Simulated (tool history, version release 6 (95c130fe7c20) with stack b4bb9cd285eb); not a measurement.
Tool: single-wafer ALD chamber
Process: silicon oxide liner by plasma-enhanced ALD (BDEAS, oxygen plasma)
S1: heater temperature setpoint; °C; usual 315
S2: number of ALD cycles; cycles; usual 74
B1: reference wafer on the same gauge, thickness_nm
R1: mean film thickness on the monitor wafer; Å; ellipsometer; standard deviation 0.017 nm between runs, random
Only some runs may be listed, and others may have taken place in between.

{"run": 1, "hour": 0.0, "S1": 315, "S2": 70, "B1": 5.557, "R1": 65.2}
{"run": 2, "hour": 12.8, "S1": 315, "S2": 70, "B1": 5.558, "R1": 65.54}
{"run": 3, "hour": 25.7, "S1": 315, "S2": 70, "B1": 5.558, "R1": 65.46}
{"run": 4, "hour": 37.8, "S1": 306, "S2": 67, "B1": 5.563, "R1": 63.62}
{"run": 5, "hour": 46.6, "S1": 306, "S2": 67, "B1": 5.564, "R1": 63.74}
{"run": 6, "hour": 67.4, "S1": 306, "S2": 67, "B1": 5.562, "R1": 63.74}
{"run": 7, "hour": 81.7, "S1": 312, "S2": 65, "B1": 5.568, "R1": 61.01}
{"run": 8, "hour": 93.9, "S1": 326, "S2": 74, "B1": 5.575, "R1": 68.12}
{"run": 9, "hour": 100.4, "S1": 326, "S2": 74, "B1": 5.575, "R1": 68.27}
{"run": 10, "hour": 108.2, "S1": 326, "S2": 74, "B1": 5.576, "R1": 68.31}
{"run": 11, "hour": 118.2, "S1": 315, "S2": 74, "B1": 5.581, "R1": 69.8}
{"run": 12, "hour": 128.5, "S1": 315, "S2": 74, "B1": 5.581, "R1": 69.63}
{"run": 13, "hour": 138.4, "S1": 315, "S2": 74, "B1": 5.581, "R1": 69.56}
{"run": 14, "hour": 144.7, "S1": 315, "S2": 74, "B1": 5.586, "R1": 69.45}
{"run": 15, "hour": 152.3, "S1": 315, "S2": 74, "B1": 5.583, "R1": 69.87}
{"run": 16, "hour": 160.7, "S1": 315, "S2": 74, "B1": 5.588, "R1": 69.73}
{"run": 17, "hour": 176.4, "S1": 315, "S2": 78, "B1": 5.595, "R1": 73.47}
{"run": 18, "hour": 190.6, "S1": 315, "S2": 78, "B1": 5.598, "R1": 73.28}
{"run": 19, "hour": 207.1, "S1": 315, "S2": 78, "B1": 5.601, "R1": 73.51}
{"run": 20, "hour": 220.1, "S1": 315, "S2": 74, "B1": 5.608, "R1": 69.85}
{"hour": 247.6, "done": "gauge calibrated"}
{"run": 21, "hour": 262.7, "S1": 315, "S2": 74, "B1": 5.551, "R1": 69.07}
{"run": 22, "hour": 273.3, "S1": 310, "S2": 69, "B1": 5.554, "R1": 64.86}
{"run": 23, "hour": 284.7, "S1": 310, "S2": 69, "B1": 5.554, "R1": 64.86}
{"run": 24, "hour": 302.6, "S1": 310, "S2": 69, "B1": 5.554, "R1": 64.77}
{"run": 25, "hour": 312.0, "S1": 321, "S2": 68, "B1": 5.556, "R1": 63.27}
{"run": 26, "hour": 328.5, "S1": 315, "S2": 70, "B1": 5.555, "R1": 65.57}
{"run": 27, "hour": 340.6, "S1": 326, "S2": 61, "B1": 5.554, "R1": 55.66}
{"run": 28, "hour": 353.5, "S1": 300, "S2": 83, "B1": 5.554, "R1": 79.79}
{"run": 29, "hour": 368.7, "S1": 319, "S2": 67, "B1": 5.56, "R1": 62.32}
{"run": 30, "hour": 378.1, "S1": 323, "S2": 78, "B1": 5.559, "R1": 71.99}
{"run": 31, "hour": 389.6, "S1": 321, "S2": 85, "B1": 5.56, "R1": 78.99}
{"run": 32, "hour": 406.9, "S1": 315, "S2": 74, "B1": 5.557, "R1": 69.42}
{"run": 33, "hour": 423.8, "S1": 315, "S2": 65, "B1": 5.562, "R1": 60.66}
{"run": 34, "hour": 430.6, "S1": 301, "S2": 70, "B1": 5.563, "R1": 66.93}
{"run": 35, "hour": 441.6, "S1": 311, "S2": 74, "B1": 5.565, "R1": 69.35}
{"run": 36, "hour": 450.8, "S1": 322, "S2": 84, "B1": 5.57, "R1": 77.82}
{"run": 37, "hour": 464.4, "S1": 315, "S2": 74, "B1": 5.565, "R1": 69.13}
{"run": 38, "hour": 475.8, "S1": 310, "S2": 74, "B1": 5.571, "R1": 70.02}
{"hour": 498.2, "done": "thermocouple changed; heater temperature recalibrated"}
{"run": 39, "hour": 498.7, "S1": 315, "S2": 74, "B1": 5.57, "R1": 69.34}
{"run": 40, "hour": 499.6, "S1": 315, "S2": 63, "B1": 5.571, "R1": 59.19}
{"run": 41, "hour": 511.1, "S1": 315, "S2": 84, "B1": 5.578, "R1": 78.77}
{"run": 42, "hour": 522.1, "S1": 315, "S2": 74, "B1": 5.578, "R1": 69.36}
{"run": 43, "hour": 533.9, "S1": 315, "S2": 74, "B1": 5.583, "R1": 69.56}
{"run": 44, "hour": 543.7, "S1": 302, "S2": 81, "B1": 5.582, "R1": 77.52}
{"run": 45, "hour": 561.4, "S1": 310, "S2": 67, "B1": 5.589, "R1": 63.44}
{"run": 46, "hour": 575.9, "S1": 301, "S2": 64, "B1": 5.591, "R1": 61.61}
{"run": 47, "hour": 589.9, "S1": 315, "S2": 74, "B1": 5.594, "R1": 69.56}
{"run": 48, "hour": 624.1, "S1": 315, "S2": 74, "B1": 5.599, "R1": 69.67}

For each run, what was the tool's unlogged condition?
wafer temperature above the value expected at the setpoint (K): 0 in every run
H1: gauge reads high (%)
run=1 H1=0.124
run=2 H1=0.16
run=3 H1=0.197
run=4 H1=0.234
run=5 H1=0.262
run=6 H1=0.331
run=7 H1=0.382
run=8 H1=0.427
run=9 H1=0.452
run=10 H1=0.483
run=11 H1=0.523
run=12 H1=0.565
run=13 H1=0.608
run=14 H1=0.635
run=15 H1=0.669
run=16 H1=0.707
run=17 H1=0.78
run=18 H1=0.849
run=19 H1=0.932
run=20 H1=1
run=21 H1=0.0492
run=22 H1=0.0518
run=23 H1=0.0561
run=24 H1=0.0659
run=25 H1=0.0725
run=26 H1=0.0868
run=27 H1=0.0993
run=28 H1=0.115
run=29 H1=0.135
run=30 H1=0.149
run=31 H1=0.168
run=32 H1=0.199
run=33 H1=0.232
run=34 H1=0.247
run=35 H1=0.272
run=36 H1=0.293
run=37 H1=0.327
run=38 H1=0.357
run=39 H1=0.422
run=40 H1=0.425
run=41 H1=0.46
run=42 H1=0.496
run=43 H1=0.535
run=44 H1=0.569
run=45 H1=0.633
run=46 H1=0.688
run=47 H1=0.744
run=48 H1=0.89

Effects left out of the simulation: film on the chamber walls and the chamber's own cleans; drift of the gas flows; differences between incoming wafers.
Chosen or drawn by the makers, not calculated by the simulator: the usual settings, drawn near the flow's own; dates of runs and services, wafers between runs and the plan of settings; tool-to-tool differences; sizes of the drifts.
